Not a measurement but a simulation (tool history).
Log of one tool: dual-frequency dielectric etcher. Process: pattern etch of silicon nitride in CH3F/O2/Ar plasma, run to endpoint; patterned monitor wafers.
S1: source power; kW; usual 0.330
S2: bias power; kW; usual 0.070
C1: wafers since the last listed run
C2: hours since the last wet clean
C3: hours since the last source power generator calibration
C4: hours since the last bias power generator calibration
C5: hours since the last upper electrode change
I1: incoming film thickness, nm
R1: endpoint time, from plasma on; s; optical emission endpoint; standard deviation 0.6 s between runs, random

Run 1, hour 0.0: usual settings; C1 0; C2 40.7; C3 1640.0; C4 3400.3; C5 4999.9; I1 58.7. Result: R1 88.3 s.
Run 2, hour 64.6: usual settings but S1 0.390 kW; C1 619; C2 105.3; C3 1704.6; C4 3464.9; C5 5064.5; I1 59.3. Result: R1 83.2 s.
Run 3, hour 108.4: usual settings but S1 0.390 kW; C1 420; C2 149.1; C3 1748.4; C4 3508.7; C5 5108.3; I1 59.8. Result: R1 84.8 s.
Run 4, hour 167.6: usual settings but S1 0.360 kW; C1 568; C2 208.3; C3 1807.6; C4 3567.9; C5 5167.5; I1 58.3. Result: R1 85.8 s.
Run 5, hour 205.1: usual settings but S1 0.360 kW; C1 359; C2 245.8; C3 1845.1; C4 3605.4; C5 5205.0; I1 58.8. Result: R1 86.9 s.
Run 6, hour 286.9: usual settings; C1 784; C2 327.6; C3 1926.9; C4 3687.2; C5 5286.8; I1 59.3. Result: R1 91.6 s.
Run 7, hour 326.8: usual settings; C1 382; C2 367.5; C3 1966.8; C4 3727.1; C5 5326.7; I1 59.4. Result: R1 92.7 s.
Run 8, hour 417.6: usual settings; C1 871; C2 458.3; C3 2057.6; C4 3817.9; C5 5417.5; I1 58.4. Result: R1 90.5 s.
At hour 483.2: wet clean of the chamber.
At hour 498.9: source power generator calibrated.
Run 9, hour 499.4: usual settings but S1 0.280 kW, S2 0.080 kW; C1 516; C2 16.2; C3 0.5; C4 3899.7; C5 5499.3; I1 58.8. Result: R1 90.3 s.
Run 10, hour 581.2: usual settings but S1 0.280 kW, S2 0.080 kW; C1 784; C2 98.0; C3 82.3; C4 3981.5; C5 5581.1; I1 59.3. Result: R1 91.9 s.
Run 11, hour 679.9: usual settings but S1 0.280 kW, S2 0.080 kW; C1 947; C2 196.7; C3 181.0; C4 4080.2; C5 5679.8; I1 59.3. Result: R1 92.1 s.
At hour 713.2: bias power generator calibrated.
At hour 753.4: upper electrode replaced, of another model than before.
Run 12, hour 772.1: usual settings but S1 0.280 kW, S2 0.065 kW; C1 615; C2 288.9; C3 273.2; C4 58.9; C5 18.7; I1 58.7. Result: R1 105.8 s.
Run 13, hour 841.8: usual settings; C1 668; C2 358.6; C3 342.9; C4 128.6; C5 88.4; I1 59.0. Result: R1 91.8 s.
Run 14, hour 910.2: usual settings but S1 0.250 kW, S2 0.078 kW; C1 656; C2 427.0; C3 411.3; C4 197.0; C5 156.8; I1 58.7. Result: R1 114.3 s.
Run 15, hour 955.1: usual settings but S1 0.390 kW, S2 0.087 kW; C1 430; C2 471.9; C3 456.2; C4 241.9; C5 201.7; I1 59.1. Result: R1 77.8 s.
Run 16, hour 1013.6: usual settings but S2 0.081 kW; C1 561; C2 530.4; C3 514.7; C4 300.4; C5 260.2; I1 59.3. Result: R1 90.5 s.
Run 17, hour 1067.8: usual settings but S1 0.390 kW, S2 0.063 kW; C1 520; C2 584.6; C3 568.9; C4 354.6; C5 314.4; I1 59.3. Result: R1 86.3 s.

What will run 18 give?
At hour 1136.6: wet clean of the chamber.
Run 18, hour 1160.3: usual settings but S1 0.250 kW, S2 0.077 kW; C1 657; C2 23.7; C3 661.4; C4 447.1; C5 406.9; I1 58.9. Result: R1 ?.

Run 18 measured R1 108.9 s.
On a tool with no hidden condition, and with the same random variation, this run would have come out at R1 109.3 s.
